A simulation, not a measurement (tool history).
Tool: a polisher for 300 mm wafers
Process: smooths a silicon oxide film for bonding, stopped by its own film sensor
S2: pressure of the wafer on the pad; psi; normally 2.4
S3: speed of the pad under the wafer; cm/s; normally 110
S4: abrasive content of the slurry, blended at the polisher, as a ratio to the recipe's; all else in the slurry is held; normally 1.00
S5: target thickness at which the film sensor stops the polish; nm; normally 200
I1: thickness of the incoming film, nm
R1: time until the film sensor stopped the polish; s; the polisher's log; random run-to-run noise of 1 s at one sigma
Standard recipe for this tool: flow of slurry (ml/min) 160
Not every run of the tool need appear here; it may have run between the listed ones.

run 1 hour=0.0 | flow_of_slurry_(ml/min)=160 S2=2.4 S3=136 S4=1.00 S5=200 | I1=258.3 | R1=67.4
-- hour=9.0 worn pad replaced by a new one
run 2 hour=9.5 | flow_of_slurry_(ml/min)=160 S2=2.4 S3=136 S4=1.00 S5=200 | I1=258.6 | R1=67.6
run 3 hour=41.5 | flow_of_slurry_(ml/min)=160 S2=2.7 S3=110 S4=1.00 S5=200 | I1=262.9 | R1=77.1
run 4 hour=53.8 | flow_of_slurry_(ml/min)=160 S2=2.7 S3=110 S4=1.00 S5=200 | I1=256.1 | R1=71.7
run 5 hour=61.5 | flow_of_slurry_(ml/min)=160 S2=2.4 S3=110 S4=1.00 S5=193 | I1=262.2 | R1=99.5
-- hour=80.0 worn pad replaced by a new one
-- hour=81.8 slurry blender recalibrated
run 6 hour=82.3 | flow_of_slurry_(ml/min)=160 S2=2.4 S3=110 S4=1.00 S5=193 | I1=263.9 | R1=87.0
run 7 hour=93.1 | flow_of_slurry_(ml/min)=160 S2=2.4 S3=110 S4=1.00 S5=193 | I1=262.4 | R1=86.3
run 8 hour=102.7 | flow_of_slurry_(ml/min)=160 S2=2.4 S3=110 S4=1.00 S5=200 | I1=257.4 | R1=71.2
-- hour=110.9 head pressure recalibrated
run 9 hour=113.6 | flow_of_slurry_(ml/min)=160 S2=2.4 S3=110 S4=1.00 S5=200 | I1=260.7 | R1=77.2
run 10 hour=129.0 | flow_of_slurry_(ml/min)=160 S2=2.4 S3=110 S4=1.00 S5=200 | I1=258.3 | R1=76.1
run 11 hour=143.2 | flow_of_slurry_(ml/min)=160 S2=2.4 S3=110 S4=1.00 S5=216 | I1=259.6 | R1=57.9
-- hour=148.9 worn pad replaced by a new one
run 12 hour=151.6 | flow_of_slurry_(ml/min)=160 S2=2.4 S3=118 S4=1.00 S5=200 | I1=261.8 | R1=79.3
run 13 hour=168.3 | flow_of_slurry_(ml/min)=160 S2=2.4 S3=118 S4=1.00 S5=200 | I1=260.2 | R1=79.5
run 14 hour=175.9 | flow_of_slurry_(ml/min)=160 S2=2.4 S3=110 S4=1.00 S5=193 | I1=261.2 | R1=93.5
-- hour=185.6 slurry blender recalibrated
run 15 hour=186.1 | flow_of_slurry_(ml/min)=160 S2=3.1 S3=146 S4=1.20 S5=212 | I1=257.8 | R1=32.8
run 16 hour=194.8 | flow_of_slurry_(ml/min)=160 S2=2.4 S3=110 S4=0.90 S5=215 | I1=259.1 | R1=60.3
-- hour=200.3 slurry nozzle cleaned
run 17 hour=204.5 | flow_of_slurry_(ml/min)=160 S2=2.4 S3=86 S4=0.90 S5=200 | I1=257.4 | R1=90.5
run 18 hour=216.8 | flow_of_slurry_(ml/min)=110 S2=2.4 S3=148 S4=1.15 S5=200 | I1=261.8 | R1=63.4
run 19 hour=223.5 | flow_of_slurry_(ml/min)=160 S2=2.4 S3=110 S4=1.15 S5=206 | I1=262.8 | R1=66.1
-- hour=230.0 worn pad replaced by a new one
run 20 hour=233.6 | flow_of_slurry_(ml/min)=160 S2=2.4 S3=110 S4=1.00 S5=200 | I1=256.7 | R1=75.4
run 21 hour=240.0 | flow_of_slurry_(ml/min)=160 S2=2.4 S3=110 S4=1.00 S5=200 | I1=261.0 | R1=79.8
run 22 hour=255.3 | flow_of_slurry_(ml/min)=160 S2=2.4 S3=110 S4=1.00 S5=200 | I1=260.0 | R1=82.0
run 23 hour=265.6 | flow_of_slurry_(ml/min)=160 S2=1.9 S3=100 S4=1.20 S5=217 | I1=261.1 | R1=68.0
run 24 hour=279.2 | flow_of_slurry_(ml/min)=130 S2=2.4 S3=148 S4=0.80 S5=193 | I1=264.5 | R1=109.3
run 25 hour=286.1 | flow_of_slurry_(ml/min)=160 S2=2.4 S3=110 S4=1.00 S5=213 | I1=257.1 | R1=63.1
run 26 hour=302.1 | flow_of_slurry_(ml/min)=160 S2=2.0 S3=110 S4=0.85 S5=200 | I1=255.2 | R1=114.2
-- hour=304.7 slurry blender recalibrated
-- hour=306.4 worn pad replaced by a new one
run 27 hour=309.9 | flow_of_slurry_(ml/min)=120 S2=2.4 S3=110 S4=1.00 S5=191 | I1=263.4 | R1=93.1
run 28 hour=316.0 | flow_of_slurry_(ml/min)=160 S2=2.4 S3=110 S4=0.80 S5=200 | I1=260.3 | R1=94.7
run 29 hour=329.3 | flow_of_slurry_(ml/min)=160 S2=2.7 S3=110 S4=1.00 S5=189 | I1=261.4 | R1=81.8

Predict each of these 5 candidate next runs independently; none follows another, all start after run 29:
run A hour=329.7 | flow_of_slurry_(ml/min)=160 S2=2.4 S3=82 S4=1.00 S5=200 | I1=257.8 | R1=?
run B hour=329.7 | flow_of_slurry_(ml/min)=145 S2=2.4 S3=110 S4=1.10 S5=200 | I1=257.8 | R1=?
run C hour=329.7 | flow_of_slurry_(ml/min)=160 S2=2.4 S3=110 S4=1.00 S5=206 | I1=257.8 | R1=?
run D hour=329.7 | flow_of_slurry_(ml/min)=160 S2=2.4 S3=110 S4=1.30 S5=184 | I1=257.8 | R1=?
run E hour=329.7 | flow_of_slurry_(ml/min)=160 S2=3.0 S3=144 S4=1.00 S5=200 | I1=257.8 | R1=?

run=A R1=88.8
run=B R1=70.9
run=C R1=67.0
run=D R1=80.1
run=E R1=51.0
Had the tool no hidden state, the same runs would have come out as:
run=A R1=85.1
run=B R1=68.1
run=C R1=64.2
run=D R1=77.4
run=E R1=48.9
